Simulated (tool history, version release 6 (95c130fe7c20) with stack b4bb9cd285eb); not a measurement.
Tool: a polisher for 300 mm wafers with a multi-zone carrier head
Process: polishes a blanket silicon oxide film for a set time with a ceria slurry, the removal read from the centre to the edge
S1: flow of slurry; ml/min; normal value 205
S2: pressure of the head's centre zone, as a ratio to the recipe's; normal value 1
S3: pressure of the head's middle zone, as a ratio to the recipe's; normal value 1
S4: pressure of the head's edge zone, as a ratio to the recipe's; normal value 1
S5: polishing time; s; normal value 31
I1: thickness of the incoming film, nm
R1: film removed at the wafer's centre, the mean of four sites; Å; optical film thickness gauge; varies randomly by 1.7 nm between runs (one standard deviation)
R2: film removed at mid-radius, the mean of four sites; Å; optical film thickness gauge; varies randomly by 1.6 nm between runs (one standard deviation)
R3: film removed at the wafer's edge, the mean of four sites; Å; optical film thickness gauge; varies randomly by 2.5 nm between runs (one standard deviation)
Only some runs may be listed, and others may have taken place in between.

| run | hour | S1 | S2 | S3 | S4 | S5 | I1 | R1 | R2 | R3 |
|---|---|---|---|---|---|---|---|---|---|---|
| 1 | 0 | 205 | 1 | 1.09 | 1 | 31 | 1389.6 | 2252 | 2432 | 2201 |
| 2 | 61 | 205 | 1 | 1.09 | 1 | 31 | 1371 | 2228 | 2361 | 2163 |
| 3 | 127.4 | 205 | 1 | 1 | 1 | 31 | 1367.8 | 2210 | 2201 | 2150 |
| 4 | 194.2 | 205 | 1 | 1.09 | 1 | 31 | 1377.5 | 2170 | 2339 | 2124 |
| 5 | 263.3 | 240 | 0.91 | 0.88 | 1 | 27 | 1367.6 | 1715 | 1694 | 1856 |
| 6 | 307.9 | 205 | 1 | 0.91 | 0.9 | 31 | 1359.8 | 2102 | 1939 | 1999 |
| 7 | 353.4 | 205 | 0.9 | 0.94 | 0.88 | 22 | 1373.9 | 1291 | 1365 | 1345 |
| 8 | 401.8 | 225 | 1 | 0.94 | 0.94 | 37 | 1360.9 | 2414 | 2235 | 2288 |
| 9 | 603.7 | 205 | 1 | 1 | 1 | 31 | 1386.8 | 2101 | 2104 | 2119 |
| 10 | 678.5 | 140 | 1 | 1 | 1 | 31 | 1373.4 | 2135 | 2090 | 2108 |
| 11 | 743.3 | 135 | 0.97 | 1.11 | 1 | 31 | 1358.2 | 2002 | 2260 | 2019 |
| 12 | 792.3 | 205 | 1 | 1 | 1 | 31 | 1377.1 | 2130 | 2108 | 2102 |
| 13 | 839.4 | 135 | 1 | 0.91 | 1 | 23 | 1381.6 | 1629 | 1494 | 1633 |
| 14 | 897.1 | 205 | 1 | 1 | 1 | 38 | 1392.4 | 2799 | 2755 | 2717 |
| 15 | 965 | 235 | 1 | 0.96 | 0.95 | 41 | 1375.7 | 3051 | 2897 | 2931 |
| 16 | 1010.1 | 205 | 1 | 1 | 1 | 31 | 1396.9 | 2254 | 2229 | 2210 |
| 17 | 1077.1 | 175 | 1 | 1 | 0.91 | 37 | 1355.1 | 2615 | 2547 | 2477 |
| 18 | 1120.6 | 230 | 1 | 1.06 | 1 | 38 | 1377 | 2709 | 2774 | 2677 |
| 19 | 1165.9 | 205 | 1 | 1 | 1.09 | 31 | 1377.1 | 2154 | 2105 | 2212 |
| 20 | 1212.5 | 175 | 1 | 1.04 | 0.93 | 41 | 1351.7 | 2914 | 2971 | 2751 |
| 21 | 1356.5 | 205 | 1 | 1 | 1 | 31 | 1366.9 | 2160 | 2147 | 2157 |

Put back what was entered between runs (8 entries, withheld): which listed runs does each sit between, and how does the hidden state differ from the listed run before to the listed run after?
Runs 1 to 2: centre zone pressure recalibrated (hour 29.2)
  removal rate lost through wear of the pad, %: 2.12 -> 2.48; slurry flow missing at the pad, %: 6.03 -> 7.77
  measured minus no-state result, R1: -63 -> -76 Å; R2: -67 -> -78 Å; R3: -57 -> -67 Å
Runs 3 to 4: carrier head's membrane replaced by a new one (hour 177.1)
  removal rate lost through wear of the pad, %: 3.28 -> 4.55; slurry flow missing at the pad, %: 10.3 -> 13.4
  measured minus no-state result, R1: -100 -> -137 Å; R2: -97 -> -144 Å; R3: -89 -> -122 Å
Runs 7 to 8: edge zone pressure recalibrated (hour 373.3)
  removal rate lost through wear of the pad, %: 9.36 -> 11.3; slurry flow missing at the pad, %: 23.4 -> 27.2
  measured minus no-state result, R1: -173 -> -393 Å; R2: -178 -> -356 Å; R3: -166 -> -345 Å
Runs 8 to 9: worn pad replaced by a new one (hour 407)
  removal rate lost through wear of the pad, %: 11.3 -> 2.35; slurry flow missing at the pad, %: 27.2 -> 46.4
  measured minus no-state result, R1: -393 -> -195 Å; R2: -356 -> -180 Å; R3: -345 -> -145 Å
Runs 9 to 10: slurry nozzle cleaned (hour 652.9)
  removal rate lost through wear of the pad, %: 2.35 -> 4.11; slurry flow missing at the pad, %: 46.4 -> 1.79
  measured minus no-state result, R1: -195 -> -96 Å; R2: -180 -> -94 Å; R3: -145 -> -94 Å
Runs 12 to 13: worn pad replaced by a new one (hour 838.9)
  removal rate lost through wear of the pad, %: 7.87 -> 0.56; slurry flow missing at the pad, %: 3.12 -> 4.21
  measured minus no-state result, R1: -189 -> -18 Å; R2: -187 -> -15 Å; R3: -185 -> -15 Å
Runs 19 to 20: worn pad replaced by a new one (hour 1193.8)
  removal rate lost through wear of the pad, %: 5.94 -> 0.965; slurry flow missing at the pad, %: 20.4 -> 23.9
  measured minus no-state result, R1: -190 -> -120 Å; R2: -180 -> -112 Å; R3: -176 -> -83 Å
Runs 20 to 21: centre zone pressure recalibrated (hour 1253.5)
  removal rate lost through wear of the pad, %: 0.965 -> 2.28; slurry flow missing at the pad, %: 23.9 -> 36.8
  measured minus no-state result, R1: -120 -> -158 Å; R2: -112 -> -145 Å; R3: -83 -> -120 Å
